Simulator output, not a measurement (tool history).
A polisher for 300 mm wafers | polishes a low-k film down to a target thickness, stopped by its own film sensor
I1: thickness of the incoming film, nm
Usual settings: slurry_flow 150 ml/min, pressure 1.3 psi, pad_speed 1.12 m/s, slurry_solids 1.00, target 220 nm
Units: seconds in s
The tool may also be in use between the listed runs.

run 1 hour=0.0 | slurry_flow=150 pressure=1.3 pad_speed=1.12 slurry_solids=1.00 target=220 | I1=236.3 | seconds=63.2
run 2 hour=27.9 | slurry_flow=150 pressure=1.3 pad_speed=1.12 slurry_solids=1.00 target=220 | I1=241.7 | seconds=87.2
run 3 hour=52.0 | slurry_flow=150 pressure=1.3 pad_speed=1.12 slurry_solids=1.00 target=220 | I1=241.9 | seconds=88.9
run 4 hour=66.7 | slurry_flow=150 pressure=1.3 pad_speed=1.12 slurry_solids=1.00 target=220 | I1=236.4 | seconds=67.0
-- hour=73.8 worn pad replaced by a new one
run 5 hour=79.9 | slurry_flow=150 pressure=1.3 pad_speed=1.12 slurry_solids=1.00 target=220 | I1=237.3 | seconds=72.3
run 6 hour=98.1 | slurry_flow=150 pressure=1.3 pad_speed=1.12 slurry_solids=1.00 target=220 | I1=241.4 | seconds=91.9
run 7 hour=114.1 | slurry_flow=150 pressure=1.3 pad_speed=1.12 slurry_solids=1.00 target=220 | I1=237.2 | seconds=77.7
-- hour=119.3 slurry nozzle cleaned
run 8 hour=146.4 | slurry_flow=150 pressure=1.3 pad_speed=1.12 slurry_solids=1.00 target=220 | I1=237.1 | seconds=66.9
run 9 hour=168.1 | slurry_flow=150 pressure=1.3 pad_speed=1.12 slurry_solids=1.00 target=220 | I1=240.8 | seconds=82.2
run 10 hour=184.2 | slurry_flow=110 pressure=1.3 pad_speed=1.12 slurry_solids=1.00 target=220 | I1=240.0 | seconds=83.4
-- hour=191.2 head pressure recalibrated
-- hour=217.7 worn pad replaced by a new one
run 11 hour=218.2 | slurry_flow=110 pressure=1.3 pad_speed=1.12 slurry_solids=1.00 target=220 | I1=239.9 | seconds=87.7
run 12 hour=247.3 | slurry_flow=110 pressure=1.3 pad_speed=1.12 slurry_solids=1.00 target=220 | I1=241.8 | seconds=98.1
run 13 hour=265.6 | slurry_flow=150 pressure=1.1 pad_speed=0.80 slurry_solids=1.15 target=223 | I1=237.4 | seconds=81.6
run 14 hour=287.8 | slurry_flow=150 pressure=1.3 pad_speed=0.76 slurry_solids=1.00 target=220 | I1=239.6 | seconds=115.8
run 15 hour=315.8 | slurry_flow=175 pressure=1.3 pad_speed=1.12 slurry_solids=1.30 target=220 | I1=242.0 | seconds=79.6
run 16 hour=330.1 | slurry_flow=150 pressure=1.6 pad_speed=1.42 slurry_solids=0.90 target=225 | I1=239.3 | seconds=48.4
run 17 hour=344.5 | slurry_flow=150 pressure=1.0 pad_speed=1.12 slurry_solids=1.00 target=220 | I1=239.0 | seconds=104.3
-- hour=365.3 slurry blender recalibrated
-- hour=369.3 worn pad replaced by a new one
run 18 hour=374.2 | slurry_flow=150 pressure=1.6 pad_speed=1.12 slurry_solids=1.00 target=220 | I1=235.9 | seconds=53.9
run 19 hour=406.1 | slurry_flow=150 pressure=1.3 pad_speed=1.12 slurry_solids=1.00 target=220 | I1=244.2 | seconds=103.1
-- hour=419.6 conditioning disc replaced and pad reconditioned
-- hour=429.7 slurry nozzle cleaned
run 20 hour=430.2 | slurry_flow=150 pressure=1.3 pad_speed=1.12 slurry_solids=1.00 target=220 | I1=242.4 | seconds=83.2
run 21 hour=460.4 | slurry_flow=150 pressure=1.3 pad_speed=1.12 slurry_solids=1.00 target=220 | I1=237.8 | seconds=67.5
-- hour=490.6 worn pad replaced by a new one
run 22 hour=494.3 | slurry_flow=120 pressure=1.3 pad_speed=1.12 slurry_solids=1.00 target=220 | I1=240.1 | seconds=77.9
run 23 hour=522.7 | slurry_flow=150 pressure=1.0 pad_speed=1.12 slurry_solids=0.80 target=220 | I1=243.7 | seconds=127.3
run 24 hour=540.3 | slurry_flow=150 pressure=1.3 pad_speed=0.82 slurry_solids=1.00 target=220 | I1=240.5 | seconds=100.4
run 25 hour=565.4 | slurry_flow=170 pressure=1.7 pad_speed=1.12 slurry_solids=1.10 target=216 | I1=235.9 | seconds=57.5

5 ways to go on from here, each from the tool as it stands after run 25. What would each give?
run A hour=565.8 | slurry_flow=150 pressure=1.3 pad_speed=1.12 slurry_solids=1.25 target=220 | I1=238.5 | seconds=?
run B hour=565.8 | slurry_flow=150 pressure=1.3 pad_speed=1.12 slurry_solids=1.00 target=226 | I1=238.5 | seconds=?
run C hour=565.8 | slurry_flow=150 pressure=1.3 pad_speed=1.12 slurry_solids=0.80 target=220 | I1=238.5 | seconds=?
run D hour=565.8 | slurry_flow=165 pressure=1.3 pad_speed=1.12 slurry_solids=1.00 target=220 | I1=238.5 | seconds=?
run E hour=565.8 | slurry_flow=180 pressure=1.3 pad_speed=1.40 slurry_solids=1.15 target=220 | I1=238.5 | seconds=?

run=A seconds=62.4
run=B seconds=47.5
run=C seconds=81.5
run=D seconds=69.1
run=E seconds=52.6
Without the tool's hidden state the same runs would have given:
run=A seconds=59.8
run=B seconds=45.4
run=C seconds=77.5
run=D seconds=66.1
run=E seconds=50.5

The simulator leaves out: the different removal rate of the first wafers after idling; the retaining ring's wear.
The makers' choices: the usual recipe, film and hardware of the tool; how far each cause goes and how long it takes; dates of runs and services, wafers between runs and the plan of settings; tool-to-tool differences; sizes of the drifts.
